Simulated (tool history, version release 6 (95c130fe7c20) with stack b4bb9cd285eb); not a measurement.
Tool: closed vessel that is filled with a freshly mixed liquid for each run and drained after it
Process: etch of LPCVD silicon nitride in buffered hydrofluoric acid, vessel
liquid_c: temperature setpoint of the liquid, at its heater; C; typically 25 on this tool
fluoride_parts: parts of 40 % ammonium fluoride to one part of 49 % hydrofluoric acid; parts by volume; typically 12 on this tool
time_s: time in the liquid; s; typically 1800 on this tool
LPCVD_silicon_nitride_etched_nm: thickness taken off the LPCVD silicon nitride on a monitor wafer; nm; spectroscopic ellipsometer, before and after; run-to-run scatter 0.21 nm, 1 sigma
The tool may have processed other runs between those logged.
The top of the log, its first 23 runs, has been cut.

| run | day | liquid_c | fluoride_parts | time_s | read-back film thickness of the LPCVD silicon nitride reference wafer, read on the same gauge (nm) | LPCVD_silicon_nitride_etched_nm |
|---|---|---|---|---|---|---|
| 24 | 30.95 | 30 | 8 | 805 | 30 | 18.25 |
| 25 | 32.279 | 25 | 12 | 1800 | 30.03 | 21.59 |
| 26 | 33.8 | 26.5 | 12 | 2420 | 29.99 | 31.5 |
| 27 | 36.958 | 25 | 12 | 2085 | 30.02 | 25.2 |
| 28 | 38.129 | 28 | 15.5 | 1400 | 29.96 | 15.11 |
| 29 | 39.142 | 25 | 13.5 | 785 | 30.01 | 8.28 |
| 30 | 40.304 | 25 | 12 | 1800 | 30.02 | 21.54 |
|  | 41.292 | gauge calibrated |
| 31 | 41.533 | 29 | 12 | 1800 | 29.93 | 26.91 |
| 32 | 43.029 | 23 | 10.5 | 1800 | 30.03 | 22.15 |

Consider 4 possible next runs. They are alternatives, not a sequence: every one starts from the tool as it was left by run 32. What does each give?
| A | 43.079 | 25 | 12 | 1800 | ? | ? |
| B | 43.079 | 23.5 | 13.5 | 2380 | ? | ? |
| C | 43.079 | 22 | 12 | 1800 | ? | ? |
| D | 43.079 | 25 | 9.5 | 1800 | ? | ? |

| run | read-back film thickness of the LPCVD silicon nitride reference wafer, read on the same gauge (nm) | LPCVD_silicon_nitride_etched_nm |
|---|---|---|
| A | 29.95 | 21.83 |
| B | 29.95 | 23.71 |
| C | 29.95 | 18.53 |
| D | 29.95 | 27.27 |
Take away the tool's hidden state, keep each run's random variation, and the runs would have read:
| run | LPCVD_silicon_nitride_etched_nm |
|---|---|
| A | 22.6 |
| B | 24.54 |
| C | 19.18 |
| D | 27.88 |
